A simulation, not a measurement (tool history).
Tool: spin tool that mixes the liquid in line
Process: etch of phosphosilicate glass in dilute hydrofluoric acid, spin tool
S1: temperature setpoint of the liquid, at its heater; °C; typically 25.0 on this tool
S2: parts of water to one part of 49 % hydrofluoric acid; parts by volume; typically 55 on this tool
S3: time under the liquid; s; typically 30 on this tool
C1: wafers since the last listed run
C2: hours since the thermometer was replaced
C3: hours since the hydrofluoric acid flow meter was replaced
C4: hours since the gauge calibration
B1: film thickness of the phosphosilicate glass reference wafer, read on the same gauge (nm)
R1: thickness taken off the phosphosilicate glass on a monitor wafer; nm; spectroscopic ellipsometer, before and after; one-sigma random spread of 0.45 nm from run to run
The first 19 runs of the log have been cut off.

| run | hour | S1 | S2 | S3 | C1 | C2 | C3 | C4 | B1 | R1 |
|---|---|---|---|---|---|---|---|---|---|---|
| 20 | 578.9 | 25.0 | 65 | 30 | 318 | 135.8 | 647.7 | 560.9 | 50.35 | 68.44 |
|  | 581.2 | hydrofluoric acid flow meter replaced |
| 21 | 595.4 | 28.5 | 45 | 25 | 255 | 152.3 | 14.2 | 577.4 | 50.38 | 96.69 |
| 22 | 614.2 | 25.0 | 55 | 30 | 309 | 171.1 | 33.0 | 596.2 | 50.45 | 81.74 |
| 23 | 645.0 | 29.5 | 65 | 15 | 507 | 201.9 | 63.8 | 627.0 | 50.51 | 41.08 |
| 24 | 677.4 | 27.0 | 55 | 30 | 534 | 234.3 | 96.2 | 659.4 | 50.58 | 88.46 |
| 25 | 734.6 | 28.0 | 55 | 30 | 943 | 291.5 | 153.4 | 716.6 | 50.74 | 92.40 |
| 26 | 763.6 | 28.5 | 35 | 15 | 478 | 320.5 | 182.4 | 745.6 | 50.79 | 76.97 |
| 27 | 798.9 | 27.0 | 40 | 15 | 582 | 355.8 | 217.7 | 780.9 | 50.92 | 63.00 |
| 28 | 814.1 | 25.0 | 55 | 30 | 250 | 371.0 | 232.9 | 796.1 | 50.98 | 83.04 |
| 29 | 838.7 | 27.5 | 55 | 20 | 405 | 395.6 | 257.5 | 820.7 | 51.02 | 61.13 |
| 30 | 871.4 | 27.0 | 65 | 20 | 539 | 428.3 | 290.2 | 853.4 | 51.13 | 50.09 |
| 31 | 887.2 | 27.5 | 70 | 40 | 260 | 444.1 | 306.0 | 869.2 | 51.20 | 94.31 |
| 32 | 905.9 | 25.0 | 55 | 15 | 308 | 462.8 | 324.7 | 887.9 | 51.28 | 41.54 |

Branching from run 32: 4 alternative next runs. What would each branch give?
| A | 906.3 | 25.0 | 55 | 30 | 6 | 463.2 | 325.1 | 888.3 | ? | ? |
| B | 906.3 | 30.0 | 45 | 20 | 6 | 463.2 | 325.1 | 888.3 | ? | ? |
| C | 906.3 | 23.0 | 30 | 45 | 6 | 463.2 | 325.1 | 888.3 | ? | ? |
| D | 906.3 | 27.0 | 30 | 45 | 6 | 463.2 | 325.1 | 888.3 | ? | ? |

| run | B1 | R1 |
|---|---|---|
| A | 51.25 | 83.57 |
| B | 51.25 | 84.39 |
| C | 51.25 | 218.72 |
| D | 51.25 | 258.26 |
Without the tool's unlogged condition, the same runs would have read:
| run | R1 |
|---|---|
| A | 81.51 |
| B | 82.32 |
| C | 213.35 |
| D | 251.91 |
